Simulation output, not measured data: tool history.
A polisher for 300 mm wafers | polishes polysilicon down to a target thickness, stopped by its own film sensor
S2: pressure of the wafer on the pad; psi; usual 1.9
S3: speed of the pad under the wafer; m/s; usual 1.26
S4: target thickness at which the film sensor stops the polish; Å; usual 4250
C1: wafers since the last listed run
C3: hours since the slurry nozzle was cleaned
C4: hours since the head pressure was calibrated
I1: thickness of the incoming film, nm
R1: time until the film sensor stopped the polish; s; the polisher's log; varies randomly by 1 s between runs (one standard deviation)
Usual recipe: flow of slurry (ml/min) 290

{"run": 1, "day": 0.0, "flow of slurry (ml/min)": 290, "S2": 1.9, "S3": 1.26, "S4": 3680, "C1": 0, "wafers polished on this pad": 1, "C3": 278.4, "C4": 1132.7, "I1": 764.8, "R1": 59.2}
{"run": 2, "day": 0.467, "flow of slurry (ml/min)": 290, "S2": 1.9, "S3": 1.26, "S4": 3680, "C1": 137, "wafers polished on this pad": 139, "C3": 289.6, "C4": 1143.9, "I1": 750, "R1": 60.2}
{"run": 3, "day": 1.196, "flow of slurry (ml/min)": 290, "S2": 1.9, "S3": 1.26, "S4": 3680, "C1": 215, "wafers polished on this pad": 354, "C3": 307.1, "C4": 1161.4, "I1": 759.5, "R1": 61.9}
{"run": 4, "day": 1.929, "flow of slurry (ml/min)": 290, "S2": 1.9, "S3": 1.26, "S4": 4250, "C1": 216, "wafers polished on this pad": 571, "C3": 324.7, "C4": 1179, "I1": 774.4, "R1": 56.2}
{"run": 5, "day": 2.621, "flow of slurry (ml/min)": 290, "S2": 1.9, "S3": 1.26, "S4": 4250, "C1": 204, "wafers polished on this pad": 775, "C3": 341.3, "C4": 1195.6, "I1": 759.9, "R1": 54.9}
{"run": 6, "day": 3.221, "flow of slurry (ml/min)": 290, "S2": 1.9, "S3": 1.26, "S4": 4250, "C1": 177, "wafers polished on this pad": 952, "C3": 355.7, "C4": 1210, "I1": 754.2, "R1": 54.4}
{"day": 3.433, "done": "worn pad replaced by a new one"}
{"run": 7, "day": 3.65, "flow of slurry (ml/min)": 290, "S2": 1.4, "S3": 1.26, "S4": 4250, "C1": 77, "wafers polished on this pad": 64, "C3": 366, "C4": 1220.3, "I1": 756.1, "R1": 79}
{"run": 8, "day": 4.083, "flow of slurry (ml/min)": 290, "S2": 1.4, "S3": 1.26, "S4": 4250, "C1": 127, "wafers polished on this pad": 192, "C3": 376.4, "C4": 1230.7, "I1": 754.5, "R1": 77.1}
{"run": 9, "day": 4.746, "flow of slurry (ml/min)": 290, "S2": 1.4, "S3": 1.26, "S4": 4250, "C1": 195, "wafers polished on this pad": 387, "C3": 392.3, "C4": 1246.6, "I1": 762.4, "R1": 79.1}
{"run": 10, "day": 5.1, "flow of slurry (ml/min)": 290, "S2": 1.9, "S3": 1.26, "S4": 4250, "C1": 104, "wafers polished on this pad": 492, "C3": 400.8, "C4": 1255.1, "I1": 764.7, "R1": 61.6}
{"day": 5.392, "done": "head pressure recalibrated"}
{"run": 11, "day": 5.562, "flow of slurry (ml/min)": 290, "S2": 1.9, "S3": 1.26, "S4": 4250, "C1": 111, "wafers polished on this pad": 604, "C3": 411.9, "C4": 4.1, "I1": 746.1, "R1": 57.2}
{"run": 12, "day": 6.208, "flow of slurry (ml/min)": 290, "S2": 1.9, "S3": 1.26, "S4": 4250, "C1": 190, "wafers polished on this pad": 795, "C3": 427.4, "C4": 19.6, "I1": 760.7, "R1": 60.1}
{"day": 6.975, "done": "worn pad replaced by a new one, repeated, since the last time left the tool worse"}
{"day": 7.308, "done": "slurry nozzle cleaned"}
{"run": 13, "day": 7.492, "flow of slurry (ml/min)": 335, "S2": 1.9, "S3": 1.26, "S4": 4250, "C1": 317, "wafers polished on this pad": 140, "C3": 4.4, "C4": 50.4, "I1": 760.8, "R1": 52.5}
{"run": 14, "day": 8.162, "flow of slurry (ml/min)": 335, "S2": 1.9, "S3": 1.26, "S4": 4250, "C1": 198, "wafers polished on this pad": 338, "C3": 20.5, "C4": 66.5, "I1": 773.2, "R1": 55.9}
{"run": 15, "day": 8.479, "flow of slurry (ml/min)": 290, "S2": 1.9, "S3": 1.38, "S4": 3390, "C1": 93, "wafers polished on this pad": 432, "C3": 28.1, "C4": 74.1, "I1": 760.5, "R1": 60.5}
{"run": 16, "day": 8.888, "flow of slurry (ml/min)": 290, "S2": 1.9, "S3": 1.26, "S4": 4250, "C1": 120, "wafers polished on this pad": 552, "C3": 37.9, "C4": 83.9, "I1": 761.4, "R1": 52.8}
{"run": 17, "day": 9.583, "flow of slurry (ml/min)": 335, "S2": 1.4, "S3": 1.26, "S4": 3730, "C1": 205, "wafers polished on this pad": 758, "C3": 54.6, "C4": 100.6, "I1": 744.2, "R1": 82.7}
{"run": 18, "day": 10.167, "flow of slurry (ml/min)": 225, "S2": 1.9, "S3": 1.06, "S4": 3140, "C1": 172, "wafers polished on this pad": 930, "C3": 68.6, "C4": 114.6, "I1": 750.9, "R1": 86.4}
{"day": 10.646, "done": "worn pad replaced by a new one"}
{"run": 19, "day": 10.862, "flow of slurry (ml/min)": 210, "S2": 1.9, "S3": 1.56, "S4": 4250, "C1": 156, "wafers polished on this pad": 63, "C3": 85.3, "C4": 131.3, "I1": 762.3, "R1": 42.5}

The next listed run, before its measurement:
{"run": 20, "day": 11.404, "flow of slurry (ml/min)": 290, "S2": 1.9, "S3": 1.26, "S4": 3460, "C1": 159, "wafers polished on this pad": 223, "C3": 98.3, "C4": 144.3, "I1": 763.3, "R1": "?"}

Logged for run 20: R1 66 s.
With the hidden condition absent and the run-to-run variation left alone, this run would have shown R1 63.6 s.
